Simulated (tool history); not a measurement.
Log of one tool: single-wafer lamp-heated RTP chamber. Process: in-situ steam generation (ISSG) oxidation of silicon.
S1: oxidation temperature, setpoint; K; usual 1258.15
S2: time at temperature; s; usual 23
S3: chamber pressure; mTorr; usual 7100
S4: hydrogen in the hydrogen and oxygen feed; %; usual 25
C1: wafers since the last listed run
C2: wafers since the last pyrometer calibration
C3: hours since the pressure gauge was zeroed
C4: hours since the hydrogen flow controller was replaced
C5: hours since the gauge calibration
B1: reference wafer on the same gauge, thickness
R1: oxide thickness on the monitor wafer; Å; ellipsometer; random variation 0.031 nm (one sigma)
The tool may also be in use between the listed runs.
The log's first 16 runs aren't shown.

| run | day | S1 | S2 | S3 | S4 | C1 | C2 | C3 | C4 | C5 | B1 | R1 |
|---|---|---|---|---|---|---|---|---|---|---|---|---|
|  | 38.696 | pressure gauge zeroed |
| 17 | 39.304 | 1258.15 | 23 | 7100 | 25 | 258 | 3541 | 14.6 | 6684.5 | 1692.3 | 6.854 | 61.44 |
| 18 | 40.892 | 1258.15 | 23 | 7100 | 25 | 408 | 3950 | 52.7 | 6722.6 | 1730.4 | 6.851 | 61.20 |
| 19 | 42.629 | 1252.15 | 19 | 6900 | 25 | 447 | 4397 | 94.4 | 6764.3 | 1772.1 | 6.849 | 55.38 |
|  | 45.312 | hydrogen flow controller replaced |
| 20 | 45.429 | 1258.15 | 23 | 6900 | 25 | 634 | 5032 | 161.6 | 2.8 | 1839.3 | 6.848 | 61.83 |
|  | 45.988 | pyrometer window cleaned and pyrometer calibrated |
| 21 | 46.825 | 1240.15 | 23 | 7900 | 32 | 273 | 215 | 195.1 | 36.3 | 1872.8 | 6.852 | 58.73 |
|  | 52.312 | gauge calibrated |
| 22 | 55.567 | 1238.15 | 15 | 6900 | 18 | 2250 | 2465 | 404.9 | 246.1 | 78.1 | 6.844 | 42.85 |
| 23 | 57.279 | 1240.15 | 23 | 7100 | 25 | 440 | 2906 | 446.0 | 287.2 | 119.2 | 6.847 | 56.64 |
| 24 | 58.321 | 1251.15 | 23 | 7800 | 29 | 268 | 3174 | 471.0 | 312.2 | 144.2 | 6.850 | 61.23 |
| 25 | 60.650 | 1272.15 | 15 | 7100 | 31 | 599 | 3774 | 526.9 | 368.1 | 200.1 | 6.849 | 56.57 |
| 26 | 62.221 | 1258.15 | 28 | 7100 | 32 | 404 | 4178 | 564.6 | 405.8 | 237.8 | 6.850 | 70.93 |
| 27 | 63.588 | 1258.15 | 23 | 7100 | 25 | 351 | 4530 | 597.4 | 438.6 | 270.6 | 6.852 | 60.77 |
| 28 | 65.954 | 1258.15 | 23 | 7100 | 25 | 609 | 5139 | 654.2 | 495.4 | 327.4 | 6.848 | 61.53 |
|  | 66.500 | pyrometer window cleaned and pyrometer calibrated |
| 29 | 68.879 | 1258.15 | 23 | 7100 | 25 | 667 | 612 | 724.4 | 565.6 | 397.6 | 6.848 | 59.52 |
| 30 | 76.617 | 1258.15 | 23 | 6900 | 22 | 1991 | 2604 | 910.1 | 751.3 | 583.3 | 6.856 | 58.20 |
| 31 | 78.846 | 1245.15 | 23 | 6900 | 28 | 573 | 3177 | 963.6 | 804.8 | 636.8 | 6.841 | 59.40 |
| 32 | 81.021 | 1269.15 | 23 | 6900 | 25 | 559 | 3737 | 1015.8 | 857.0 | 689.0 | 6.847 | 63.20 |

3 ways to go on from here, each from the tool as it stands after run 32. What would each give?
| A | 81.038 | 1258.15 | 23 | 7100 | 22 | 4 | 3742 | 1016.2 | 857.4 | 689.4 | ? | ? |
| B | 81.038 | 1270.15 | 14 | 7100 | 25 | 4 | 3742 | 1016.2 | 857.4 | 689.4 | ? | ? |
| C | 81.038 | 1243.15 | 23 | 7100 | 25 | 4 | 3742 | 1016.2 | 857.4 | 689.4 | ? | ? |

| run | B1 | R1 |
|---|---|---|
| A | 6.848 | 58.05 |
| B | 6.848 | 50.31 |
| C | 6.848 | 56.57 |
Without the tool's hidden state the same runs would have given:
| run | R1 |
|---|---|
| A | 56.50 |
| B | 49.06 |
| C | 55.19 |

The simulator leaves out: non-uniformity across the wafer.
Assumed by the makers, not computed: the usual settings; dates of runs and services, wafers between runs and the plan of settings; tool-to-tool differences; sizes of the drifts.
